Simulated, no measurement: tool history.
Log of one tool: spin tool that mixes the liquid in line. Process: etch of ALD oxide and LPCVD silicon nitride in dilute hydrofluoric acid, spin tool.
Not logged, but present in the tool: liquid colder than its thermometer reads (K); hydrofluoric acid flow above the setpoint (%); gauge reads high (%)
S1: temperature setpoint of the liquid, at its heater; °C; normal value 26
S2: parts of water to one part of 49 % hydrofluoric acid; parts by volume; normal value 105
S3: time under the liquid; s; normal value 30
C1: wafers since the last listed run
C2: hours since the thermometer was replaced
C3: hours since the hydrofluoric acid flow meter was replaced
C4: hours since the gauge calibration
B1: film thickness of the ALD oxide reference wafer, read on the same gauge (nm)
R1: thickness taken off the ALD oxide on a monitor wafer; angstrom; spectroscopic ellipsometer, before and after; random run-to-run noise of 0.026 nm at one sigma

| run | hour | S1 | S2 | S3 | C1 | C2 | C3 | C4 | B1 | R1 |
|---|---|---|---|---|---|---|---|---|---|---|
| 1 | 0 | 26 | 105 | 30 | 0 | 1419.4 | 134.9 | 197.9 | 110.01 | 68.6 |
| 2 | 49.7 | 26 | 105 | 30 | 586 | 1469.1 | 184.6 | 247.6 | 109.98 | 68.7 |
| 3 | 82.6 | 26 | 115 | 45 | 387 | 1502 | 217.5 | 280.5 | 110.01 | 92.4 |
| 4 | 121.3 | 26 | 115 | 45 | 456 | 1540.7 | 256.2 | 319.2 | 109.98 | 91.8 |
| 5 | 150.7 | 27.5 | 105 | 25 | 346 | 1570.1 | 285.6 | 348.6 | 110.02 | 60.3 |
|  | 191.2 | thermometer replaced |
| 6 | 216.8 | 27.5 | 105 | 25 | 767 | 25.6 | 351.7 | 414.7 | 110 | 65.4 |
| 7 | 241.3 | 26 | 105 | 30 | 288 | 50.1 | 376.2 | 439.2 | 110.03 | 74.5 |
| 8 | 271.2 | 30 | 75 | 15 | 352 | 80 | 406.1 | 469.1 | 110 | 63 |
| 9 | 310.9 | 26 | 55 | 30 | 468 | 119.7 | 445.8 | 508.8 | 110 | 150.8 |
| 10 | 367.8 | 30.5 | 150 | 15 | 670 | 176.6 | 502.7 | 565.7 | 110.02 | 29.1 |
|  | 376.2 | gauge calibrated |
| 11 | 394.5 | 26 | 150 | 40 | 314 | 203.3 | 529.4 | 18.3 | 109.97 | 65 |
|  | 407.4 | hydrofluoric acid flow meter replaced |
| 12 | 426.2 | 26 | 55 | 30 | 361 | 235 | 18.8 | 50 | 109.98 | 150.1 |
| 13 | 488.9 | 26 | 55 | 30 | 739 | 297.7 | 81.5 | 112.7 | 110.01 | 149.4 |
| 14 | 550.3 | 26 | 85 | 35 | 723 | 359.1 | 142.9 | 174.1 | 109.97 | 106.8 |
| 15 | 577.9 | 26 | 105 | 30 | 325 | 386.7 | 170.5 | 201.7 | 110.04 | 72.5 |

What if the next run were any one of these 5? Each begins from the tool's condition after run 15:
| A | 578.3 | 26 | 90 | 30 | 4 | 387.1 | 170.9 | 202.1 | ? | ? |
| B | 578.3 | 29.5 | 150 | 15 | 4 | 387.1 | 170.9 | 202.1 | ? | ? |
| C | 578.3 | 22.5 | 105 | 30 | 4 | 387.1 | 170.9 | 202.1 | ? | ? |
| D | 578.3 | 26 | 150 | 50 | 4 | 387.1 | 170.9 | 202.1 | ? | ? |
| E | 578.3 | 26 | 145 | 15 | 4 | 387.1 | 170.9 | 202.1 | ? | ? |

| run | B1 | R1 |
|---|---|---|
| A | 109.99 | 85.7 |
| B | 109.99 | 27.3 |
| C | 109.99 | 62.7 |
| D | 109.99 | 79.7 |
| E | 109.99 | 24.9 |
Had the tool no hidden state, the same runs would have come out as:
| run | R1 |
|---|---|
| A | 90.3 |
| B | 28.6 |
| C | 66.1 |
| D | 83.7 |
| E | 26.1 |
